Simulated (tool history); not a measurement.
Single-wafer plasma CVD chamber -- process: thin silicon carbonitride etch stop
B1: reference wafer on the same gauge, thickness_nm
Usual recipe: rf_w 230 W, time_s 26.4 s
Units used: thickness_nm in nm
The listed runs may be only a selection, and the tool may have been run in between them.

{"run": 1, "hour": 0.0, "rf_w": 230, "time_s": 29.3, "B1": 14.902, "thickness_nm": 18.176}
{"hour": 21.9, "done": "RF generator calibrated"}
{"run": 2, "hour": 92.8, "rf_w": 230, "time_s": 29.3, "B1": 14.903, "thickness_nm": 18.647}
{"run": 3, "hour": 196.8, "rf_w": 230, "time_s": 26.4, "B1": 14.888, "thickness_nm": 16.855}
{"run": 4, "hour": 241.4, "rf_w": 230, "time_s": 26.4, "B1": 14.903, "thickness_nm": 16.699}
{"run": 5, "hour": 294.3, "rf_w": 200, "time_s": 26.4, "B1": 14.904, "thickness_nm": 16.074}
{"run": 6, "hour": 562.6, "rf_w": 200, "time_s": 26.4, "B1": 14.896, "thickness_nm": 16.067}
{"run": 7, "hour": 665.9, "rf_w": 210, "time_s": 26.4, "B1": 14.896, "thickness_nm": 16.23}
{"hour": 693.8, "done": "gauge calibrated"}
{"run": 8, "hour": 765.8, "rf_w": 230, "time_s": 24.6, "B1": 14.876, "thickness_nm": 15.536}
{"run": 9, "hour": 853.3, "rf_w": 230, "time_s": 24.6, "B1": 14.889, "thickness_nm": 15.417}
{"run": 10, "hour": 952.5, "rf_w": 230, "time_s": 24.6, "B1": 14.9, "thickness_nm": 15.382}
{"run": 11, "hour": 993.5, "rf_w": 210, "time_s": 25.2, "B1": 14.902, "thickness_nm": 15.34}
{"run": 12, "hour": 1049.5, "rf_w": 210, "time_s": 25.2, "B1": 14.888, "thickness_nm": 15.291}
{"run": 13, "hour": 1217.7, "rf_w": 210, "time_s": 25.2, "B1": 14.892, "thickness_nm": 15.267}
{"run": 14, "hour": 1289.2, "rf_w": 230, "time_s": 26.4, "B1": 14.888, "thickness_nm": 16.475}
{"hour": 1334.5, "done": "RF generator calibrated"}
{"run": 15, "hour": 1366.7, "rf_w": 200, "time_s": 30, "B1": 14.915, "thickness_nm": 18.225}
{"hour": 1400.2, "done": "thermocouple changed; heater temperature recalibrated"}
{"hour": 1434.8, "done": "showerhead replaced"}
{"run": 16, "hour": 1469.9, "rf_w": 195, "time_s": 22.4, "B1": 14.914, "thickness_nm": 13.572}
{"run": 17, "hour": 1535.7, "rf_w": 250, "time_s": 22, "B1": 14.904, "thickness_nm": 14.349}
{"run": 18, "hour": 1641.4, "rf_w": 230, "time_s": 26.4, "B1": 14.888, "thickness_nm": 16.773}
{"run": 19, "hour": 1739.3, "rf_w": 230, "time_s": 26.4, "B1": 14.906, "thickness_nm": 16.749}
{"run": 20, "hour": 1796.0, "rf_w": 245, "time_s": 26.4, "B1": 14.895, "thickness_nm": 17.02}
{"run": 21, "hour": 1836.6, "rf_w": 230, "time_s": 21.3, "B1": 14.907, "thickness_nm": 13.451}
{"run": 22, "hour": 1940.8, "rf_w": 265, "time_s": 30.5, "B1": 14.915, "thickness_nm": 20.087}
{"run": 23, "hour": 2044.3, "rf_w": 245, "time_s": 22.9, "B1": 14.9, "thickness_nm": 14.688}
{"run": 24, "hour": 2148.8, "rf_w": 255, "time_s": 29.6, "B1": 14.912, "thickness_nm": 19.152}
{"run": 25, "hour": 2224.2, "rf_w": 265, "time_s": 22.7, "B1": 14.912, "thickness_nm": 14.914}
{"run": 26, "hour": 2273.6, "rf_w": 195, "time_s": 29.4, "B1": 14.889, "thickness_nm": 17.576}
{"run": 27, "hour": 2325.6, "rf_w": 230, "time_s": 30.2, "B1": 14.9, "thickness_nm": 18.864}
{"run": 28, "hour": 2382.8, "rf_w": 265, "time_s": 26.4, "B1": 14.896, "thickness_nm": 17.189}
{"run": 29, "hour": 2486.9, "rf_w": 230, "time_s": 26.4, "B1": 14.898, "thickness_nm": 16.507}
{"run": 30, "hour": 2561.3, "rf_w": 210, "time_s": 28.6, "B1": 14.897, "thickness_nm": 17.325}
{"hour": 2562.6, "done": "gauge calibrated"}
{"run": 31, "hour": 2650.3, "rf_w": 215, "time_s": 23.6, "B1": 14.901, "thickness_nm": 14.451}
{"hour": 2716.8, "done": "RF generator calibrated"}
{"run": 32, "hour": 2745.4, "rf_w": 230, "time_s": 26.4, "B1": 14.901, "thickness_nm": 16.874}
{"run": 33, "hour": 2800.3, "rf_w": 270, "time_s": 24.6, "B1": 14.902, "thickness_nm": 16.33}
{"run": 34, "hour": 2889.6, "rf_w": 200, "time_s": 28.4, "B1": 14.894, "thickness_nm": 17.41}
{"run": 35, "hour": 2938.8, "rf_w": 200, "time_s": 28.9, "B1": 14.882, "thickness_nm": 17.546}

Alternative continuations, all from the tool just after run 35; predict every row:
{"run": "A", "hour": 2939.2, "rf_w": 230, "time_s": 26.4, "B1": "?", "thickness_nm": "?"}
{"run": "B", "hour": 2939.2, "rf_w": 250, "time_s": 29.3, "B1": "?", "thickness_nm": "?"}
{"run": "C", "hour": 2939.2, "rf_w": 260, "time_s": 23.6, "B1": "?", "thickness_nm": "?"}
{"run": "D", "hour": 2939.2, "rf_w": 220, "time_s": 24.3, "B1": "?", "thickness_nm": "?"}

run=A B1=14.906 thickness_nm=16.749
run=B B1=14.906 thickness_nm=19.066
run=C B1=14.906 thickness_nm=15.541
run=D B1=14.906 thickness_nm=15.209
Had the tool no hidden state, the same runs would have come out as:
run=A thickness_nm=16.841
run=B thickness_nm=19.171
run=C thickness_nm=15.627
run=D thickness_nm=15.293
